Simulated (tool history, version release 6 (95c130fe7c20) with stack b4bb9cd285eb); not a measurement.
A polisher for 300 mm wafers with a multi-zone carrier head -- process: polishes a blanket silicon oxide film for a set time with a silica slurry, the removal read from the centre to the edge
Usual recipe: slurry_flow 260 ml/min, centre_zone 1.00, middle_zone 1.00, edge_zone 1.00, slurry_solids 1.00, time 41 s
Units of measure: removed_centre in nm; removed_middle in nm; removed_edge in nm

run,hour,slurry_flow,centre_zone,middle_zone,edge_zone,slurry_solids,time,wafers since the last listed run,wafers polished on this pad,hours since the slurry nozzle was cleaned,hours since the centre zone pressure was calibrated,hours since the edge zone pressure was calibrated,hours since the carrier head's membrane was replaced,"incoming thickness of the incoming film, nm",removed_centre,removed_middle,removed_edge
1,0.0,260,1.00,1.00,1.00,1.00,41,0,157,208.9,1085.1,582.7,1359.3,815.9,186.1,166.3,169.9
2,45.5,260,1.00,1.00,1.00,1.00,41,521,679,254.4,1130.6,628.2,1404.8,821.5,180.4,165.0,169.8
3,70.7,260,1.00,1.00,1.00,1.00,41,288,967,279.6,1155.8,653.4,1430.0,822.6,186.2,165.8,170.8
4,114.6,260,1.00,1.00,1.00,1.00,41,502,1470,323.5,1199.7,697.3,1473.9,812.8,181.8,168.3,170.2
5,145.3,260,1.00,1.00,1.00,1.00,41,351,1822,354.2,1230.4,728.0,1504.6,818.5,187.1,167.2,168.7
6,188.6,260,1.00,1.00,1.00,1.00,41,495,2318,397.5,1273.7,771.3,1547.9,814.5,183.0,166.1,170.2
# hour 206.4: centre zone pressure recalibrated
# hour 216.9: worn pad replaced by a new one
7,217.4,260,1.00,1.00,1.00,1.00,41,261,6,426.3,11.0,800.1,1576.7,816.3,162.1,168.0,171.2
# hour 235.7: edge zone pressure recalibrated
8,245.4,260,1.00,1.00,1.00,1.00,41,297,303,454.3,39.0,9.7,1604.7,817.6,162.2,166.1,170.6
# hour 268.0: slurry nozzle cleaned
9,298.1,260,1.00,1.00,1.00,1.00,41,592,895,30.1,91.7,62.4,1657.4,821.6,169.2,164.6,169.9
10,342.1,260,1.00,1.00,1.00,1.00,41,503,1399,74.1,135.7,106.4,1701.4,814.5,170.8,167.1,171.0
11,406.7,260,1.04,0.94,1.00,1.00,41,739,2139,138.7,200.3,171.0,1766.0,808.8,180.8,158.5,171.1
# hour 431.7: worn pad replaced by a new one
# hour 444.6: carrier head's membrane replaced by a new one
12,445.1,260,1.00,1.00,1.00,1.00,41,336,96,177.1,238.7,209.4,0.5,831.1,172.9,167.1,168.2
13,491.9,260,1.04,0.92,1.00,1.00,49,536,632,223.9,285.5,256.2,47.3,817.6,216.3,184.9,204.4
14,536.4,260,1.08,1.00,1.00,0.75,41,509,1141,268.4,330.0,300.7,91.8,832.0,158.9,140.5,140.6
15,601.7,260,1.05,1.00,1.00,1.00,41,747,1889,333.7,395.3,366.0,157.1,817.7,187.5,167.9,169.9
16,646.2,260,1.00,1.00,1.00,1.00,41,509,2399,378.2,439.8,410.5,201.6,816.0,180.3,165.6,170.8
# hour 659.9: worn pad replaced by a new one
17,689.9,260,1.00,1.04,1.06,1.00,41,454,343,421.9,483.5,454.2,245.3,812.7,181.9,171.3,173.0
18,747.4,315,1.00,1.00,0.92,0.85,41,658,1002,479.4,541.0,511.7,302.8,812.7,168.8,157.7,151.1
19,772.7,215,1.00,1.00,0.90,1.00,41,289,1292,504.7,566.3,537.0,328.1,821.9,173.7,164.6,160.7
# hour 774.2: slurry nozzle cleaned
20,828.5,260,1.11,1.00,1.00,1.00,41,627,1919,54.3,622.1,592.8,383.9,826.0,202.2,167.6,172.6
# hour 856.6: worn pad replaced by a new one
21,882.7,260,0.96,0.90,1.00,1.00,41,574,299,108.5,676.3,647.0,438.1,819.4,171.7,153.0,170.3

What if the next run were any one of these 4? Each begins from the tool's condition after run 21:
A,883.1,260,1.00,1.00,1.00,1.00,41,4,303,108.9,676.7,647.4,438.5,814.6,?,?,?
B,883.1,260,1.00,0.94,1.00,0.70,47,4,303,108.9,676.7,647.4,438.5,814.6,?,?,?
C,883.1,260,1.00,1.06,1.00,1.00,28,4,303,108.9,676.7,647.4,438.5,814.6,?,?,?
D,883.1,260,1.00,0.92,1.00,1.30,41,4,303,108.9,676.7,647.4,438.5,814.6,?,?,?

run,removed_centre,removed_middle,removed_edge
A,183.4,166.0,172.4
B,167.7,144.1,157.9
C,125.3,119.1,117.7
D,208.2,175.8,196.1
The same runs, with their run-to-run variation unchanged, on a tool lacking any hidden condition would have given:
run,removed_centre,removed_middle,removed_edge
A,167.9,166.1,172.4
B,153.5,144.2,157.9
C,114.7,119.1,117.7
D,190.7,175.9,196.1
